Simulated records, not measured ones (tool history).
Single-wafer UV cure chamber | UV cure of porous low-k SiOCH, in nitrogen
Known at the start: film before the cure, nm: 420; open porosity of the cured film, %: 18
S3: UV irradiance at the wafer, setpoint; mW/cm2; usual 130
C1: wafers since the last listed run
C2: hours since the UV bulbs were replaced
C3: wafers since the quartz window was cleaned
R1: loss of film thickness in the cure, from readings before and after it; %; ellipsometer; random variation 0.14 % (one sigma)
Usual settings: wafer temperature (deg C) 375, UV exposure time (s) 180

{"run": 1, "hour": 0.0, "wafer temperature (deg C)": 375, "UV exposure time (s)": 180, "S3": 130, "C1": 0, "C2": 1820.9, "C3": 661, "R1": 10.282}
{"run": 2, "hour": 63.5, "wafer temperature (deg C)": 375, "UV exposure time (s)": 180, "S3": 130, "C1": 277, "C2": 1884.4, "C3": 938, "R1": 10.302}
{"run": 3, "hour": 102.7, "wafer temperature (deg C)": 375, "UV exposure time (s)": 180, "S3": 130, "C1": 171, "C2": 1923.6, "C3": 1109, "R1": 10.099}
{"hour": 123.0, "done": "quartz window cleaned"}
{"run": 4, "hour": 131.8, "wafer temperature (deg C)": 375, "UV exposure time (s)": 110, "S3": 143, "C1": 92, "C2": 1952.7, "C3": 38, "R1": 8.589}
{"run": 5, "hour": 172.1, "wafer temperature (deg C)": 375, "UV exposure time (s)": 180, "S3": 130, "C1": 175, "C2": 1993, "C3": 214, "R1": 10.279}
{"run": 6, "hour": 213.4, "wafer temperature (deg C)": 375, "UV exposure time (s)": 180, "S3": 130, "C1": 180, "C2": 2034.3, "C3": 394, "R1": 10.242}
{"run": 7, "hour": 259.1, "wafer temperature (deg C)": 375, "UV exposure time (s)": 180, "S3": 130, "C1": 199, "C2": 2080, "C3": 593, "R1": 10.368}
{"run": 8, "hour": 311.9, "wafer temperature (deg C)": 375, "UV exposure time (s)": 180, "S3": 130, "C1": 230, "C2": 2132.8, "C3": 824, "R1": 10.287}
{"hour": 347.0, "done": "quartz window cleaned"}
{"run": 9, "hour": 348.5, "wafer temperature (deg C)": 375, "UV exposure time (s)": 180, "S3": 130, "C1": 124, "C2": 2169.4, "C3": 6, "R1": 10.657}
{"run": 10, "hour": 419.7, "wafer temperature (deg C)": 375, "UV exposure time (s)": 180, "S3": 130, "C1": 310, "C2": 2240.6, "C3": 317, "R1": 10.275}
{"run": 11, "hour": 444.9, "wafer temperature (deg C)": 386, "UV exposure time (s)": 240, "S3": 92, "C1": 109, "C2": 2265.8, "C3": 427, "R1": 10.586}
{"run": 12, "hour": 474.4, "wafer temperature (deg C)": 375, "UV exposure time (s)": 180, "S3": 130, "C1": 128, "C2": 2295.3, "C3": 556, "R1": 10.263}
{"run": 13, "hour": 524.8, "wafer temperature (deg C)": 375, "UV exposure time (s)": 135, "S3": 130, "C1": 219, "C2": 2345.7, "C3": 775, "R1": 9.229}
{"hour": 541.3, "done": "UV bulbs replaced"}
{"hour": 634.1, "done": "quartz window cleaned"}
{"run": 14, "hour": 668.0, "wafer temperature (deg C)": 375, "UV exposure time (s)": 180, "S3": 147, "C1": 555, "C2": 126.7, "C3": 147, "R1": 11.187}
{"run": 15, "hour": 707.3, "wafer temperature (deg C)": 386, "UV exposure time (s)": 240, "S3": 92, "C1": 171, "C2": 166, "C3": 319, "R1": 10.133}
{"run": 16, "hour": 743.8, "wafer temperature (deg C)": 375, "UV exposure time (s)": 180, "S3": 149, "C1": 159, "C2": 202.5, "C3": 478, "R1": 11.201}
{"run": 17, "hour": 814.2, "wafer temperature (deg C)": 388, "UV exposure time (s)": 280, "S3": 158, "C1": 307, "C2": 272.9, "C3": 785, "R1": 13.688}
{"hour": 856.1, "done": "quartz window cleaned"}
{"run": 18, "hour": 962.4, "wafer temperature (deg C)": 375, "UV exposure time (s)": 75, "S3": 149, "C1": 611, "C2": 421.1, "C3": 463, "R1": 7.469}
{"hour": 1109.3, "done": "quartz window cleaned"}
{"run": 19, "hour": 1127.4, "wafer temperature (deg C)": 384, "UV exposure time (s)": 255, "S3": 130, "C1": 685, "C2": 586.1, "C3": 79, "R1": 12.405}

4 ways to go on from here, each from the tool as it stands after run 19. What would each give?
{"run": "A", "hour": 1127.9, "wafer temperature (deg C)": 375, "UV exposure time (s)": 180, "S3": 130, "C1": 2, "C2": 586.6, "C3": 81, "R1": "?"}
{"run": "B", "hour": 1127.9, "wafer temperature (deg C)": 385, "UV exposure time (s)": 255, "S3": 163, "C1": 2, "C2": 586.6, "C3": 81, "R1": "?"}
{"run": "C", "hour": 1127.9, "wafer temperature (deg C)": 357, "UV exposure time (s)": 180, "S3": 103, "C1": 2, "C2": 586.6, "C3": 81, "R1": "?"}
{"run": "D", "hour": 1127.9, "wafer temperature (deg C)": 383, "UV exposure time (s)": 180, "S3": 130, "C1": 2, "C2": 586.6, "C3": 81, "R1": "?"}

run=A R1=10.302
run=B R1=13.024
run=C R1=9.004
run=D R1=10.443
Without the tool's hidden state the same runs would have given:
run=A R1=10.302
run=B R1=13.024
run=C R1=9.004
run=D R1=10.443
